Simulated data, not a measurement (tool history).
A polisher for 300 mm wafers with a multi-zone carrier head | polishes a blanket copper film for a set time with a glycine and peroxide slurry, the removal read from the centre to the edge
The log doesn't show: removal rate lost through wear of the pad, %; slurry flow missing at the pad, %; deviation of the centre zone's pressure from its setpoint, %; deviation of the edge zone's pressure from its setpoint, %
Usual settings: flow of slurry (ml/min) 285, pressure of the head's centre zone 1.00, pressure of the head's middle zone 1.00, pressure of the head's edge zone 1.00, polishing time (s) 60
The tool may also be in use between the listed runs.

run   hour  flow of slurry (ml/min)  pressure of the head's centre zone  pressure of the head's middle zone  pressure of the head's edge zone  polishing time (s)  wafers since the last listed run  wafers polished on this pad  hours since the slurry nozzle was cleaned  hours since the centre zone pressure was calibrated  hours since the edge zone pressure was calibrated  hours since the carrier head's membrane was replaced  incoming thickness of the incoming film, nm  film removed at the wafer's centre (Å)  film removed at mid-radius (Å)  film removed at the wafer's edge (Å)
  1    0.0                      285                                1.00                                1.00                              1.00                  60                                 0                          731                                      290.5                                                807.5                                              793.6                                                1951.4                                       2258.8                                    4048                            4146                                  4069
       7.0  -- edge zone pressure recalibrated
      11.4  -- carrier head's membrane replaced by a new one
  2   11.9                      285                                1.00                                1.00                              1.00                  60                                65                          797                                      302.4                                                819.4                                                4.9                                                   0.5                                       2241.3                                    3979                            4043                                  3969
      18.5  -- worn pad replaced by a new one
  3   19.9                      285                                1.00                                1.00                              1.00                  60                                47                           16                                      310.4                                                827.4                                               12.9                                                   8.5                                       2274.0                                    4157                            4319                                  4143
  4   36.9                      285                                1.00                                1.00                              1.00                  60                               201                          218                                      327.4                                                844.4                                               29.9                                                  25.5                                       2279.9                                    4171                            4249                                  4222
      46.5  -- centre zone pressure recalibrated
  5   50.4                      230                                1.00                                1.00                              1.00                  60                               136                          354                                      340.9                                                  3.9                                               43.4                                                  39.0                                       2241.0                                    4046                            4177                                  4066
  6   59.2                      285                                1.00                                1.05                              1.00                  60                               104                          459                                      349.7                                                 12.7                                               52.2                                                  47.8                                       2261.7                                    4106                            4395                                  4078
  7   68.1                      285                                1.00                                1.00                              1.00                  60                               105                          564                                      358.6                                                 21.6                                               61.1                                                  56.7                                       2245.9                                    4110                            4264                                  4101
  8   82.3                      285                                1.00                                0.94                              1.00                  66                               168                          733                                      372.8                                                 35.8                                               75.3                                                  70.9                                       2224.4                                    4459                            4403                                  4527
  9   94.8                      285                                1.04                                1.06                              1.06                  60                               148                          881                                      385.3                                                 48.3                                               87.8                                                  83.4                                       2228.2                                    4093                            4293                                  4149
     101.5  -- worn pad replaced by a new one
 10  113.9                      285                                1.05                                1.00                              1.00                  60                               179                          146                                      404.4                                                 67.4                                              106.9                                                 102.5                                       2271.3                                    4351                            4365                                  4108
 11  125.5                      285                                1.00                                1.00                              1.00                  60                               137                          284                                      416.0                                                 79.0                                              118.5                                                 114.1                                       2254.9                                    4161                            4286                                  4114
 12  135.4                      285                                1.00                                1.00                              1.00                  48                               117                          401                                      425.9                                                 88.9                                              128.4                                                 124.0                                       2240.2                                    3332                            3432                                  3241
 13  144.9                      285                                1.00                                1.00                              1.00                  60                               112                          514                                      435.4                                                 98.4                                              137.9                                                 133.5                                       2258.7                                    4158                            4224                                  4083
 14  152.9                      380                                1.00                                0.96                              1.00                  69                                94                          609                                      443.4                                                106.4                                              145.9                                                 141.5                                       2272.4                                    4902                            4788                                  4710
     161.4  -- slurry nozzle cleaned
 15  177.1                      335                                1.00                                1.00                              1.00                  70                               275                          884                                       15.7                                                130.6                                              170.1                                                 165.7                                       2258.2                                    4758                            4894                                  4646
 16  186.2                      285                                1.00                                1.00                              1.00                  60                               107                          992                                       24.8                                                139.7                                              179.2                                                 174.8                                       2204.2                                    3855                            4026                                  3905
     195.2  -- worn pad replaced by a new one
 17  195.7                      285                                1.00                                1.00                              1.00                  60                                65                            5                                       34.3                                                149.2                                              188.7                                                 184.3                                       2233.2                                    4265                            4329                                  4096
 18  200.2                      380                                1.00                                0.96                              0.94                  41                                53                           58                                       38.8                                                153.7                                              193.2                                                 188.8                                       2272.4                                    2937                            2910                                  2836
 19  207.9                      285                                1.03                                1.12                              1.05                  46                                91                          150                                       46.5                                                161.4                                              200.9                                                 196.5                                       2268.0                                    3229                            3614                                  3295
 20  222.5                      285                                1.04                                1.00                              1.00                  60                               173                          323                                       61.1                                                176.0                                              215.5                                                 211.1                                       2247.5                                    4287                            4318                                  4132
 21  234.4                      310                                1.00                                0.92                              1.00                  42                               141                          464                                       73.0                                                187.9                                              227.4                                                 223.0                                       2203.8                                    2940                            2860                                  2934
 22  250.9                      385                                1.00                                1.00                              1.00                  68                               195                          660                                       89.5                                                204.4                                              243.9                                                 239.5                                       2234.1                                    4794                            4954                                  4762

Hidden state or all else? Some run-to-run changes of film removed at the wafer's centre (Å), split into what the settings, what came in and random variation would give without the hidden state, and what is left for the hidden state (with any gauge scatter that isn't in both results):
Run 2 -> 3: worn pad replaced by a new one. film removed at the wafer's centre (Å) +178: hidden state +176, all else +2.
Run 16 -> 17: worn pad replaced by a new one. film removed at the wafer's centre (Å) +410: hidden state +263, all else +147.
Run 20 -> 21: flow of slurry (ml/min) 285 -> 310, pressure of the head's centre zone 1.04 -> 1.00, pressure of the head's middle zone 1.00 -> 0.92, polishing time (s) 60 -> 42. film removed at the wafer's centre (Å) -1347: hidden state -10, all else -1337.
Run 21 -> 22: flow of slurry (ml/min) 310 -> 385, pressure of the head's middle zone 0.92 -> 1.00, polishing time (s) 42 -> 68. film removed at the wafer's centre (Å) +1854: hidden state -84, all else +1938.
